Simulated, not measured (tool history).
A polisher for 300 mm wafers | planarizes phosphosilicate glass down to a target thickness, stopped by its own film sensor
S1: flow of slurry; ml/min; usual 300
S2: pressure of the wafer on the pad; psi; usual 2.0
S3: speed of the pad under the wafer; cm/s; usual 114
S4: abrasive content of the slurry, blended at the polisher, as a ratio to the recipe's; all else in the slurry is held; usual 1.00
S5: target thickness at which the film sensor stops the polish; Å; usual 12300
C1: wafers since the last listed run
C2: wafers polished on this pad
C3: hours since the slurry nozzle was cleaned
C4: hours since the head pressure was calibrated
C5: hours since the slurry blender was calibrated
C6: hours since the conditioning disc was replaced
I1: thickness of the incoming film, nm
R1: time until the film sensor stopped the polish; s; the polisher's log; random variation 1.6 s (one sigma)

Run 1, hour 0.0: usual settings but S3 126 cm/s; C1 0; C2 3; C3 419.0; C4 833.5; C5 463.0; C6 1.0; I1 1917.3. Result: R1 135.2 s.
At hour 23.7: slurry blender recalibrated.
Run 2, hour 51.3: usual settings but S3 128 cm/s; C1 330; C2 333; C3 470.3; C4 884.8; C5 27.6; C6 52.3; I1 1895.7. Result: R1 107.9 s.
Run 3, hour 81.6: usual settings but S2 1.5 psi, S3 136 cm/s, S4 1.15, S5 10780 Å; C1 203; C2 536; C3 500.6; C4 915.1; C5 57.9; C6 82.6; I1 1956.1. Result: R1 165.0 s.
Run 4, hour 111.2: usual settings but S1 350 ml/min, S3 76 cm/s, S4 0.80, S5 11010 Å; C1 198; C2 734; C3 530.2; C4 944.7; C5 87.5; C6 112.2; I1 1916.0. Result: R1 223.8 s.
Run 5, hour 162.3: usual settings; C1 342; C2 1077; C3 581.3; C4 995.8; C5 138.6; C6 163.3; I1 1920.9. Result: R1 126.1 s.
Run 6, hour 195.1: usual settings but S4 0.90, S5 10980 Å; C1 219; C2 1297; C3 614.1; C4 1028.6; C5 171.4; C6 196.1; I1 1907.3. Result: R1 163.8 s.
At hour 260.1: slurry nozzle cleaned.
Run 7, hour 261.2: usual settings but S1 195 ml/min, S4 1.25; C1 436; C2 1733; C3 1.1; C4 1094.7; C5 237.5; C6 262.2; I1 1895.0. Result: R1 113.3 s.
Run 8, hour 321.9: usual settings but S3 78 cm/s; C1 406; C2 2140; C3 61.8; C4 1155.4; C5 298.2; C6 322.9; I1 1907.6. Result: R1 167.4 s.
Run 9, hour 360.6: usual settings but S1 375 ml/min, S3 100 cm/s, S5 11270 Å; C1 259; C2 2399; C3 100.5; C4 1194.1; C5 336.9; C6 361.6; I1 1917.7. Result: R1 163.6 s.
Run 10, hour 388.5: usual settings but S1 200 ml/min; C1 186; C2 2586; C3 128.4; C4 1222.0; C5 364.8; C6 389.5; I1 1901.1. Result: R1 141.1 s.
At hour 427.5: conditioning disc replaced and pad reconditioned.
Run 11, hour 459.8: usual settings; C1 464; C2 3050; C3 199.7; C4 1293.3; C5 436.1; C6 32.3; I1 1922.9. Result: R1 138.4 s.
At hour 490.9: worn pad replaced by a new one.
At hour 506.8: slurry blender recalibrated.
At hour 519.4: head pressure recalibrated.
Run 12, hour 525.7: usual settings but S1 390 ml/min, S3 74 cm/s, S4 1.20, S5 13200 Å; C1 388; C2 206; C3 265.6; C4 6.3; C5 18.9; C6 98.2; I1 1888.0. Result: R1 111.0 s.
Run 13, hour 587.3: usual settings; C1 412; C2 619; C3 327.2; C4 67.9; C5 80.5; C6 159.8; I1 1928.9. Result: R1 121.8 s.
Run 14, hour 614.8: usual settings; C1 184; C2 803; C3 354.7; C4 95.4; C5 108.0; C6 187.3; I1 1934.2. Result: R1 124.1 s.
Run 15, hour 658.6: usual settings; C1 293; C2 1097; C3 398.5; C4 139.2; C5 151.8; C6 231.1; I1 1909.8. Result: R1 123.2 s.
Run 16, hour 718.3: usual settings but S2 1.7 psi, S5 14710 Å; C1 400; C2 1497; C3 458.2; C4 198.9; C5 211.5; C6 290.8; I1 1941.3. Result: R1 102.3 s.
Run 17, hour 755.9: usual settings; C1 251; C2 1749; C3 495.8; C4 236.5; C5 249.1; C6 328.4; I1 1888.6. Result: R1 127.1 s.
Run 18, hour 782.8: usual settings but S1 240 ml/min, S4 0.75; C1 180; C2 1929; C3 522.7; C4 263.4; C5 276.0; C6 355.3; I1 1920.5. Result: R1 176.4 s.
Run 19, hour 829.6: usual settings but S1 400 ml/min, S2 1.3 psi, S3 136 cm/s, S5 13090 Å; C1 313; C2 2243; C3 569.5; C4 310.2; C5 322.8; C6 402.1; I1 1934.0. Result: R1 158.5 s.
Run 20, hour 864.7: usual settings but S1 265 ml/min, S5 10910 Å; C1 235; C2 2478; C3 604.6; C4 345.3; C5 357.9; C6 437.2; I1 1960.3. Result: R1 168.3 s.
At hour 881.1: conditioning disc replaced and pad reconditioned.
At hour 898.8: slurry nozzle cleaned.
At hour 921.7: slurry blender recalibrated.
Run 21, hour 927.4: usual settings; C1 386; C2 2865; C3 28.6; C4 408.0; C5 5.7; C6 46.3; I1 1921.0. Result: R1 119.2 s.
At hour 939.7: worn pad replaced by a new one.
Run 22, hour 991.9: usual settings but S1 250 ml/min, S3 76 cm/s, S4 0.90, S5 14170 Å; C1 405; C2 349; C3 93.1; C4 472.5; C5 70.2; C6 110.8; I1 1898.5. Result: R1 121.1 s.
Run 23, hour 1030.2: usual settings but S1 200 ml/min, S4 0.90; C1 256; C2 606; C3 131.4; C4 510.8; C5 108.5; C6 149.1; I1 1888.2. Result: R1 136.3 s.
Run 24, hour 1174.2: usual settings but S5 11660 Å; C1 964; C2 1571; C3 275.4; C4 654.8; C5 252.5; C6 293.1; I1 1923.6. Result: R1 145.3 s.
Run 25, hour 1238.2: usual settings but S5 13620 Å; C1 428; C2 2000; C3 339.4; C4 718.8; C5 316.5; C6 357.1; I1 1953.9. Result: R1 115.2 s.
Run 26, hour 1270.9: usual settings but S3 88 cm/s; C1 219; C2 2219; C3 372.1; C4 751.5; C5 349.2; C6 389.8; I1 1915.7. Result: R1 157.4 s.

3 ways to go on from here, each from the tool as it stands after run 26. What would each give?
Run A, hour 1271.4: usual settings; C1 3; C2 2222; C3 372.6; C4 752.0; C5 349.7; C6 390.3; I1 1898.0. Result: R1 ?.
Run B, hour 1271.4: usual settings but S2 1.6 psi, S3 98 cm/s, S4 1.10, S5 10180 Å; C1 3; C2 2222; C3 372.6; C4 752.0; C5 349.7; C6 390.3; I1 1898.0. Result: R1 ?.
Run C, hour 1271.4: usual settings but S2 2.6 psi, S3 90 cm/s, S4 0.85; C1 3; C2 2222; C3 372.6; C4 752.0; C5 349.7; C6 390.3; I1 1898.0. Result: R1 ?.

run     R1
  A  131.7
  B  221.7
  C  136.1
Without the tool's hidden state the same runs would have given:
run     R1
  A  116.8
  B  198.3
  C  118.6
